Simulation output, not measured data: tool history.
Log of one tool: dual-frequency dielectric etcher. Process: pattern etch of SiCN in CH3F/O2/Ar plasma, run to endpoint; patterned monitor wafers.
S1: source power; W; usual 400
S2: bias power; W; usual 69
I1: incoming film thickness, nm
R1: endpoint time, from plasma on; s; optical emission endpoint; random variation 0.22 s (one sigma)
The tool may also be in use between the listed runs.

run   hour   S1  S2    I1    R1
  1      0  400  69  8.76  25.6
  2   31.1  400  80  8.83  24.7
  3   66.4  400  80  8.83  24.9
  4   78.6  400  80  8.89  25.1
  5  113.7  400  69  8.87  26.6
  6  149.1  400  69  8.83  26.2
  7  176.7  400  69  8.69  26.2
  8  208.7  400  69  8.87  26.7
  9  228.4  400  69  8.77  26.4
 10    241  400  69  8.78  26.4
 11  258.2  400  69  8.73  25.6
 12  273.1  400  79  8.76  24.7
 13  313.5  340  63  8.81  28.7
 14  314.4  430  73   8.8  25.1
 15  330.1  400  79  8.87  25.3
 16  365.9  310  61  8.72  30.1
 17  391.5  310  82  8.74  26.8
 18  409.2  460  85  8.88  23.4
 19  422.7  400  69  8.85  26.3
 20  436.9  400  69  8.85  26.4
 21  466.6  480  69  8.84  24.6
 22  495.8  430  78  8.78  24.4

Taken out of this log: 4 entries between the listed runs. Where each belongs, and how the hidden state differs across it:
Between runs 6 and 7: source power generator calibrated (hour 176.2)
  no hidden state differs between the two runs
Between runs 10 and 11: bias power generator calibrated (hour 246.2)
  no hidden state differs between the two runs
Between runs 12 and 13: wet clean of the chamber (hour 307.1); upper electrode replaced (hour 313)
  no hidden state differs between the two runs
